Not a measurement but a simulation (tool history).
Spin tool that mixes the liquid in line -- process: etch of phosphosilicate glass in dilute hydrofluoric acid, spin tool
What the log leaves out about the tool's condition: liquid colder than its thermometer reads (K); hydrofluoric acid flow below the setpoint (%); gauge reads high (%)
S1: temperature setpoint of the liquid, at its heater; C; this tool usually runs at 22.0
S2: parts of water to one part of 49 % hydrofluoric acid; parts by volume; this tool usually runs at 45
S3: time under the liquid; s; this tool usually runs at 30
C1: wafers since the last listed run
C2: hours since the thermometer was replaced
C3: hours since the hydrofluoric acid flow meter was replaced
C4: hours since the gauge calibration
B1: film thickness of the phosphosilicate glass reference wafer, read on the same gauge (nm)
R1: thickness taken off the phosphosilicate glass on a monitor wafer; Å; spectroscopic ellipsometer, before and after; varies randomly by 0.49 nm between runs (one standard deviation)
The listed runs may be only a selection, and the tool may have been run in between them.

Run 1, hour 0.0: usual settings; C1 0; C2 2150.7; C3 1022.4; C4 1420.7; B1 40.51. Result: R1 609.3 Å.
Run 2, hour 46.7: usual settings but S2 60 parts by volume, S3 40 s; C1 804; C2 2197.4; C3 1069.1; C4 1467.4; B1 40.57. Result: R1 607.5 Å.
Run 3, hour 146.8: usual settings but S3 15 s; C1 1724; C2 2297.5; C3 1169.2; C4 1567.5; B1 40.68. Result: R1 310.9 Å.
Run 4, hour 214.5: usual settings but S3 15 s; C1 1166; C2 2365.2; C3 1236.9; C4 1635.2; B1 40.67. Result: R1 305.8 Å.
Run 5, hour 251.2: usual settings but S1 21.0 C; C1 632; C2 2401.9; C3 1273.6; C4 1671.9; B1 40.73. Result: R1 586.0 Å.
Run 6, hour 322.3: usual settings but S2 35 parts by volume, S3 20 s; C1 1224; C2 2473.0; C3 1344.7; C4 1743.0; B1 40.81. Result: R1 538.9 Å.
Run 7, hour 381.0: usual settings but S2 35 parts by volume, S3 20 s; C1 1011; C2 2531.7; C3 1403.4; C4 1801.7; B1 40.83. Result: R1 536.8 Å.
Run 8, hour 454.9: usual settings but S2 35 parts by volume, S3 20 s; C1 1272; C2 2605.6; C3 1477.3; C4 1875.6; B1 40.92. Result: R1 535.0 Å.
Run 9, hour 516.9: usual settings but S1 20.5 C; C1 1068; C2 2667.6; C3 1539.3; C4 1937.6; B1 41.01. Result: R1 587.1 Å.
Run 10, hour 607.7: usual settings but S1 20.5 C; C1 1564; C2 2758.4; C3 1630.1; C4 2028.4; B1 41.12. Result: R1 587.1 Å.
Run 11, hour 697.9: usual settings; C1 1553; C2 2848.6; C3 1720.3; C4 2118.6; B1 41.22. Result: R1 638.5 Å.
At hour 797.7: thermometer replaced.
Run 12, hour 913.7: usual settings; C1 3700; C2 116.0; C3 1936.1; C4 2334.4; B1 41.50. Result: R1 628.7 Å.
At hour 922.1: gauge calibrated.
Run 13, hour 971.9: usual settings; C1 1002; C2 174.2; C3 1994.3; C4 49.8; B1 40.13. Result: R1 613.2 Å.
Run 14, hour 1054.9: usual settings but S2 55 parts by volume; C1 1429; C2 257.2; C3 2077.3; C4 132.8; B1 40.13. Result: R1 493.8 Å.
Run 15, hour 1132.5: usual settings; C1 1336; C2 334.8; C3 2154.9; C4 210.4; B1 40.14. Result: R1 614.2 Å.
At hour 1293.1: hydrofluoric acid flow meter replaced.
Run 16, hour 1310.4: usual settings but S1 26.5 C; C1 3047; C2 512.7; C3 17.3; C4 388.3; B1 40.19. Result: R1 731.5 Å.
Run 17, hour 1397.0: usual settings; C1 1491; C2 599.3; C3 103.9; C4 474.9; B1 40.21. Result: R1 616.5 Å.
Run 18, hour 1436.9: usual settings; C1 687; C2 639.2; C3 143.8; C4 514.8; B1 40.21. Result: R1 608.5 Å.
Run 19, hour 1497.5: usual settings but S1 25.5 C, S2 65 parts by volume; C1 1043; C2 699.8; C3 204.4; C4 575.4; B1 40.24. Result: R1 476.0 Å.
Run 20, hour 1590.8: usual settings but S1 19.0 C, S2 60 parts by volume, S3 20 s; C1 1607; C2 793.1; C3 297.7; C4 668.7; B1 40.26. Result: R1 263.5 Å.
Run 21, hour 1667.3: usual settings but S1 24.5 C, S2 55 parts by volume, S3 15 s; C1 1317; C2 869.6; C3 374.2; C4 745.2; B1 40.26. Result: R1 274.3 Å.
Run 22, hour 1726.9: usual settings; C1 1026; C2 929.2; C3 433.8; C4 804.8; B1 40.27. Result: R1 610.4 Å.
Run 23, hour 1816.3: usual settings but S1 18.0 C, S2 55 parts by volume, S3 25 s; C1 1540; C2 1018.6; C3 523.2; C4 894.2; B1 40.38. Result: R1 351.2 Å.
Run 24, hour 1883.1: usual settings but S2 65 parts by volume; C1 1150; C2 1085.4; C3 590.0; C4 961.0; B1 40.39. Result: R1 416.7 Å.
Run 25, hour 1968.8: usual settings but S3 45 s; C1 1476; C2 1171.1; C3 675.7; C4 1046.7; B1 40.46. Result: R1 928.7 Å.
Run 26, hour 2050.0: usual settings; C1 1398; C2 1252.3; C3 756.9; C4 1127.9; B1 40.48. Result: R1 605.2 Å.
Run 27, hour 2146.5: usual settings but S2 40 parts by volume; C1 1662; C2 1348.8; C3 853.4; C4 1224.4; B1 40.56. Result: R1 696.8 Å.
Run 28, hour 2194.5: usual settings; C1 826; C2 1396.8; C3 901.4; C4 1272.4; B1 40.62. Result: R1 616.9 Å.
Run 29, hour 2247.4: usual settings but S1 19.0 C, S2 25 parts by volume; C1 911; C2 1449.7; C3 954.3; C4 1325.3; B1 40.65. Result: R1 1006.2 Å.
Run 30, hour 2316.2: usual settings but S2 35 parts by volume, S3 15 s; C1 1185; C2 1518.5; C3 1023.1; C4 1394.1; B1 40.74. Result: R1 405.2 Å.
Run 31, hour 2401.7: usual settings but S1 17.5 C, S2 60 parts by volume; C1 1472; C2 1604.0; C3 1108.6; C4 1479.6; B1 40.75. Result: R1 380.2 Å.

5 ways to go on from here, each from the tool as it stands after run 31. What would each give?
Run A, hour 2402.1: usual settings but S1 20.0 C; C1 6; C2 1604.4; C3 1109.0; C4 1480.0; B1 ?. Result: R1 ?.
Run B, hour 2402.1: usual settings but S1 17.5 C, S2 50 parts by volume, S3 15 s; C1 6; C2 1604.4; C3 1109.0; C4 1480.0; B1 ?. Result: R1 ?.
Run C, hour 2402.1: usual settings but S1 20.5 C, S2 65 parts by volume, S3 35 s; C1 6; C2 1604.4; C3 1109.0; C4 1480.0; B1 ?. Result: R1 ?.
Run D, hour 2402.1: usual settings but S2 30 parts by volume, S3 45 s; C1 6; C2 1604.4; C3 1109.0; C4 1480.0; B1 ?. Result: R1 ?.
Run E, hour 2402.1: usual settings but S1 19.0 C, S3 25 s; C1 6; C2 1604.4; C3 1109.0; C4 1480.0; B1 ?. Result: R1 ?.

run     B1      R1
  A  40.79   568.3
  B  40.79   228.4
  C  40.79   457.7
  D  40.79  1418.4
  E  40.79   453.8
What these runs would have given with no unlogged condition in the tool:
run      R1
  A   557.6
  B   224.0
  C   449.1
  D  1391.6
  E   445.2
